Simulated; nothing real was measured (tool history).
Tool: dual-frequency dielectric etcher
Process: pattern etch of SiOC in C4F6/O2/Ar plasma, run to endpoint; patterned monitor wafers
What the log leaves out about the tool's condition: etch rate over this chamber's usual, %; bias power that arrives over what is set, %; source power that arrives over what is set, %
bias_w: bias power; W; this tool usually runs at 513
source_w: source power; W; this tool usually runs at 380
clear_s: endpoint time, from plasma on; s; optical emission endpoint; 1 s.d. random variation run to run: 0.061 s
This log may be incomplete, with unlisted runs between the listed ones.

run,day,bias_w,source_w,wafers since the last listed run,hours since the last wet clean,hours since the last bias power generator calibration,hours since the last source power generator calibration,hours since the last upper electrode change,"incoming incoming film thickness, nm",clear_s
1,0,513,380,0,441.3,2075.6,2266.8,2476.5,36.83,11
# day 2.425: wet clean of the chamber
2,4.417,513,380,867,47.8,2181.6,2372.8,2582.5,36.31,11.1
3,8.296,513,300,984,140.9,2274.7,2465.9,2675.6,36.34,11.7
4,10.408,513,300,536,191.6,2325.4,2516.6,2726.3,36.67,11.7
5,13.762,513,300,851,272.1,2405.9,2597.1,2806.8,36.57,11.7
6,15.325,513,310,396,309.6,2443.4,2634.6,2844.3,36.02,11.4
# day 19.025: wet clean of the chamber
7,19.046,513,310,690,0.5,2532.7,2723.9,2933.6,36.43,11.2
8,23.288,614,360,1076,102.3,2634.5,2825.7,3035.4,36,9.6
9,29.229,513,440,1507,244.9,2777.1,2968.3,3178,36.7,10.4
10,31.442,513,440,561,298,2830.2,3021.4,3231.1,36.28,10.3
# day 32.675: bias power generator calibrated
11,35.025,513,340,867,384,56.4,3107.4,3317.1,36.52,10.9
12,38.838,513,340,967,475.5,147.9,3198.9,3408.6,36.42,10.8
# day 41.546: wet clean of the chamber, repeated, since the last time left the tool worse
13,45.333,513,340,1394,90.9,303.8,3354.8,3564.5,36.3,11.4
14,49.758,632,420,1122,197.1,410,3461,3670.7,36.85,9.6
# day 50.225: source power generator calibrated
15,51.883,639,440,496,248.1,461,39.8,3721.7,36.12,9.2
16,53.846,513,380,498,295.2,508.1,86.9,3768.8,36.3,11
17,58.275,513,330,1123,401.5,614.4,193.2,3875.1,36.51,11.3
# day 60.121: wet clean of the chamber
# day 63.504: upper electrode replaced
18,69.246,401,420,2276,219,877.7,456.5,137.8,36.25,12.7
19,71.362,420,460,537,269.8,928.5,507.3,188.6,36.38,12
20,73.042,513,380,426,310.1,968.8,547.6,228.9,36.51,11
# day 77.712: wet clean of the chamber
21,79.296,574,280,1333,38,1118.9,697.7,379,36.49,11.2
22,82.442,513,380,798,113.5,1194.4,773.2,454.5,36.35,11.1
23,85.175,513,460,693,179.1,1260,838.8,520.1,36.16,10.6
24,88.375,620,410,812,255.9,1336.8,915.6,596.9,36.47,9.9
25,91.129,618,380,698,322,1402.9,981.7,663,36.17,9.9
26,92.688,513,380,395,359.4,1440.3,1019.1,700.4,36.42,10.9

Below, some changes in clear_s between adjacent runs. For each, the amount present without the hidden state too (settings, incoming material, random variation) and the amount remaining for the hidden state with gauge scatter not shared by both compared results:
Run 1 -> 2: wet clean of the chamber. clear_s +0.1 s: hidden state +0.3, all else -0.2.
Run 12 -> 13: wet clean of the chamber, repeated, since the last time left the tool worse. clear_s +0.6 s: hidden state +0.6, all else +0.
Run 13 -> 14: bias_w 513 -> 632, source_w 340 -> 420. clear_s -1.8 s: hidden state -0.1, all else -1.7.
Run 15 -> 16: bias_w 639 -> 513, source_w 440 -> 380. clear_s +1.8 s: hidden state +0, all else +1.8.
